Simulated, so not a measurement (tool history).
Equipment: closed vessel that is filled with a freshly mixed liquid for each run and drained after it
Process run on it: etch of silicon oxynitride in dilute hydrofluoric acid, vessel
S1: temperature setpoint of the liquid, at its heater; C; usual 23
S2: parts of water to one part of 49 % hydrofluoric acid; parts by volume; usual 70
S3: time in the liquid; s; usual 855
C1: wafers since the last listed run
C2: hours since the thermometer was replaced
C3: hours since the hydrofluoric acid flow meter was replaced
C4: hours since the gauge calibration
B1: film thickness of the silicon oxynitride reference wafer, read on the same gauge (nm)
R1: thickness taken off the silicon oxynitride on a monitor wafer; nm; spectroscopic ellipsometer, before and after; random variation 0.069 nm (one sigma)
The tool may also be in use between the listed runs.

{"run": 1, "hour": 0.0, "S1": 23, "S2": 70, "S3": 855, "C1": 0, "C2": 856.3, "C3": 1962.8, "C4": 29, "B1": 130.01, "R1": 16.26}
{"run": 2, "hour": 21.9, "S1": 23, "S2": 70, "S3": 855, "C1": 1408, "C2": 878.2, "C3": 1984.7, "C4": 50.9, "B1": 129.99, "R1": 16.3}
{"run": 3, "hour": 57.8, "S1": 23, "S2": 70, "S3": 855, "C1": 2308, "C2": 914.1, "C3": 2020.6, "C4": 86.8, "B1": 130.01, "R1": 16.14}
{"run": 4, "hour": 87.8, "S1": 23, "S2": 70, "S3": 855, "C1": 1929, "C2": 944.1, "C3": 2050.6, "C4": 116.8, "B1": 129.99, "R1": 15.92}
{"run": 5, "hour": 117.8, "S1": 23, "S2": 70, "S3": 855, "C1": 1929, "C2": 974.1, "C3": 2080.6, "C4": 146.8, "B1": 130.02, "R1": 16.06}
{"run": 6, "hour": 149.2, "S1": 23, "S2": 70, "S3": 855, "C1": 2019, "C2": 1005.5, "C3": 2112, "C4": 178.2, "B1": 130.01, "R1": 15.9}
{"run": 7, "hour": 165.1, "S1": 26.5, "S2": 70, "S3": 855, "C1": 1022, "C2": 1021.4, "C3": 2127.9, "C4": 194.1, "B1": 130, "R1": 18.72}
{"run": 8, "hour": 194.4, "S1": 26.5, "S2": 70, "S3": 855, "C1": 1883, "C2": 1050.7, "C3": 2157.2, "C4": 223.4, "B1": 130.02, "R1": 18.74}
{"hour": 213.5, "done": "thermometer replaced"}
{"hour": 215.5, "done": "gauge calibrated"}
{"hour": 222.6, "done": "hydrofluoric acid flow meter replaced"}
{"run": 9, "hour": 225.7, "S1": 26.5, "S2": 70, "S3": 855, "C1": 1883, "C2": 12.2, "C3": 3.1, "C4": 10.2, "B1": 129.99, "R1": 20.91}
{"run": 10, "hour": 255.4, "S1": 20.5, "S2": 55, "S3": 1215, "C1": 1909, "C2": 41.9, "C3": 32.8, "C4": 39.9, "B1": 130, "R1": 28.34}
{"run": 11, "hour": 289.0, "S1": 23, "S2": 60, "S3": 995, "C1": 2160, "C2": 75.5, "C3": 66.4, "C4": 73.5, "B1": 129.99, "R1": 24}
{"run": 12, "hour": 306.0, "S1": 23, "S2": 70, "S3": 540, "C1": 1093, "C2": 92.5, "C3": 83.4, "C4": 90.5, "B1": 130.03, "R1": 11.04}
{"run": 13, "hour": 324.9, "S1": 23, "S2": 70, "S3": 855, "C1": 1215, "C2": 111.4, "C3": 102.3, "C4": 109.4, "B1": 130.01, "R1": 17.43}
{"run": 14, "hour": 352.3, "S1": 25.5, "S2": 50, "S3": 855, "C1": 1761, "C2": 138.8, "C3": 129.7, "C4": 136.8, "B1": 130.01, "R1": 27.72}
{"run": 15, "hour": 386.0, "S1": 27, "S2": 95, "S3": 1150, "C1": 2166, "C2": 172.5, "C3": 163.4, "C4": 170.5, "B1": 129.98, "R1": 20.39}
{"run": 16, "hour": 398.9, "S1": 26.5, "S2": 70, "S3": 855, "C1": 829, "C2": 185.4, "C3": 176.3, "C4": 183.4, "B1": 130, "R1": 20.39}
{"run": 17, "hour": 427.5, "S1": 27, "S2": 70, "S3": 1185, "C1": 1838, "C2": 214, "C3": 204.9, "C4": 212, "B1": 130, "R1": 28.93}
{"run": 18, "hour": 451.3, "S1": 23, "S2": 100, "S3": 855, "C1": 1530, "C2": 237.8, "C3": 228.7, "C4": 235.8, "B1": 130.02, "R1": 11.71}

Here are 3 independent what-if runs from the current tool condition. What would each one return?
{"run": "A", "hour": 452.2, "S1": 23, "S2": 70, "S3": 1160, "C1": 57, "C2": 238.7, "C3": 229.6, "C4": 236.7, "B1": "?", "R1": "?"}
{"run": "B", "hour": 452.2, "S1": 20.5, "S2": 55, "S3": 690, "C1": 57, "C2": 238.7, "C3": 229.6, "C4": 236.7, "B1": "?", "R1": "?"}
{"run": "C", "hour": 452.2, "S1": 23, "S2": 40, "S3": 855, "C1": 57, "C2": 238.7, "C3": 229.6, "C4": 236.7, "B1": "?", "R1": "?"}

run=A B1=130 R1=23.13
run=B B1=130 R1=15.65
run=C B1=130 R1=30.53
Take away the tool's hidden state, keep each run's random variation, and the runs would have read:
run=A R1=23.88
run=B R1=16.17
run=C R1=31.55
